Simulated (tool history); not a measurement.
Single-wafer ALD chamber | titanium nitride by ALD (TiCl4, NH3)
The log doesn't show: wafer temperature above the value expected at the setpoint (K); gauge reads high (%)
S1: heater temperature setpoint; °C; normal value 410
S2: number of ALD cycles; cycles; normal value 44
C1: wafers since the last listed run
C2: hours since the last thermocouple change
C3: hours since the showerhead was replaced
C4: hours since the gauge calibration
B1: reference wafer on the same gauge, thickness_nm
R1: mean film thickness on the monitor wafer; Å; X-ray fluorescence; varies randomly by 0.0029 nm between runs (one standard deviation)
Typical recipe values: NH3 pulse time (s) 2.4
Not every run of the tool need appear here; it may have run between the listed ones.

run 1 hour=0 | S1=401 S2=44 NH3_pulse_time_(s)=2.01 | C1=0 C2=1427.1 C3=6656 C4=447.4 | B1=0.94 | R1=11.29
run 2 hour=43.1 | S1=410 S2=47 NH3_pulse_time_(s)=2.4 | C1=170 C2=1470.2 C3=6699.1 C4=490.5 | B1=0.942 | R1=12.2
run 3 hour=72.4 | S1=410 S2=47 NH3_pulse_time_(s)=2.4 | C1=116 C2=1499.5 C3=6728.4 C4=519.8 | B1=0.943 | R1=12.26
-- hour=96.2 gauge calibrated
run 4 hour=137.4 | S1=410 S2=42 NH3_pulse_time_(s)=2.4 | C1=257 C2=1564.5 C3=6793.4 C4=41.2 | B1=0.932 | R1=10.84
run 5 hour=178.3 | S1=410 S2=42 NH3_pulse_time_(s)=2.4 | C1=161 C2=1605.4 C3=6834.3 C4=82.1 | B1=0.933 | R1=10.85
run 6 hour=208.2 | S1=410 S2=44 NH3_pulse_time_(s)=2.4 | C1=118 C2=1635.3 C3=6864.2 C4=112 | B1=0.934 | R1=11.37
run 7 hour=237.2 | S1=410 S2=44 NH3_pulse_time_(s)=2.4 | C1=114 C2=1664.3 C3=6893.2 C4=141 | B1=0.935 | R1=11.38
run 8 hour=266.5 | S1=410 S2=44 NH3_pulse_time_(s)=2.4 | C1=116 C2=1693.6 C3=6922.5 C4=170.3 | B1=0.935 | R1=11.41
run 9 hour=298.9 | S1=410 S2=44 NH3_pulse_time_(s)=2.4 | C1=128 C2=1726 C3=6954.9 C4=202.7 | B1=0.936 | R1=11.4
run 10 hour=347.5 | S1=410 S2=44 NH3_pulse_time_(s)=2.4 | C1=192 C2=1774.6 C3=7003.5 C4=251.3 | B1=0.938 | R1=11.4
run 11 hour=381.2 | S1=410 S2=44 NH3_pulse_time_(s)=2.4 | C1=133 C2=1808.3 C3=7037.2 C4=285 | B1=0.938 | R1=11.47
run 12 hour=420 | S1=410 S2=44 NH3_pulse_time_(s)=2.4 | C1=153 C2=1847.1 C3=7076 C4=323.8 | B1=0.94 | R1=11.53
-- hour=485.1 showerhead replaced
run 13 hour=486.9 | S1=401 S2=44 NH3_pulse_time_(s)=2.01 | C1=233 C2=1914 C3=1.8 C4=390.7 | B1=0.941 | R1=11.32
run 14 hour=558.3 | S1=416 S2=44 NH3_pulse_time_(s)=2.4 | C1=282 C2=1985.4 C3=73.2 C4=462.1 | B1=0.944 | R1=11.53
run 15 hour=622.4 | S1=415 S2=46 NH3_pulse_time_(s)=2.4 | C1=253 C2=2049.5 C3=137.3 C4=526.2 | B1=0.945 | R1=12.08
run 16 hour=678.9 | S1=403 S2=50 NH3_pulse_time_(s)=3.28 | C1=223 C2=2106 C3=193.8 C4=582.7 | B1=0.948 | R1=13.29
run 17 hour=730.7 | S1=420 S2=37 NH3_pulse_time_(s)=3.11 | C1=205 C2=2157.8 C3=245.6 C4=634.5 | B1=0.949 | R1=9.83
-- hour=749.8 thermocouple changed; heater temperature recalibrated
-- hour=755.3 gauge calibrated
run 18 hour=799.2 | S1=419 S2=46 NH3_pulse_time_(s)=2.4 | C1=239 C2=49.4 C3=314.1 C4=43.9 | B1=0.932 | R1=11.94
run 19 hour=869.9 | S1=420 S2=44 NH3_pulse_time_(s)=2.4 | C1=279 C2=120.1 C3=384.8 C4=114.6 | B1=0.933 | R1=11.37
run 20 hour=921 | S1=410 S2=44 NH3_pulse_time_(s)=2.4 | C1=202 C2=171.2 C3=435.9 C4=165.7 | B1=0.935 | R1=11.43
run 21 hour=945 | S1=410 S2=44 NH3_pulse_time_(s)=2.4 | C1=95 C2=195.2 C3=459.9 C4=189.7 | B1=0.935 | R1=11.41
run 22 hour=981.6 | S1=397 S2=38 NH3_pulse_time_(s)=2.75 | C1=144 C2=231.8 C3=496.5 C4=226.3 | B1=0.937 | R1=9.94
run 23 hour=1016.4 | S1=410 S2=44 NH3_pulse_time_(s)=2.86 | C1=137 C2=266.6 C3=531.3 C4=261.1 | B1=0.937 | R1=11.52

Run by run, hidden condition taken away, random variation retained:
run=1 R1=11.17
run=2 R1=12.06
run=3 R1=12.1
run=4 R1=10.82
run=5 R1=10.82
run=6 R1=11.32
run=7 R1=11.33
run=8 R1=11.35
run=9 R1=11.32
run=10 R1=11.31
run=11 R1=11.37
run=12 R1=11.41
run=13 R1=11.18
run=14 R1=11.37
run=15 R1=11.88
run=16 R1=13.05
run=17 R1=9.64
run=18 R1=11.92
run=19 R1=11.32
run=20 R1=11.37
run=21 R1=11.34
run=22 R1=9.87
run=23 R1=11.43

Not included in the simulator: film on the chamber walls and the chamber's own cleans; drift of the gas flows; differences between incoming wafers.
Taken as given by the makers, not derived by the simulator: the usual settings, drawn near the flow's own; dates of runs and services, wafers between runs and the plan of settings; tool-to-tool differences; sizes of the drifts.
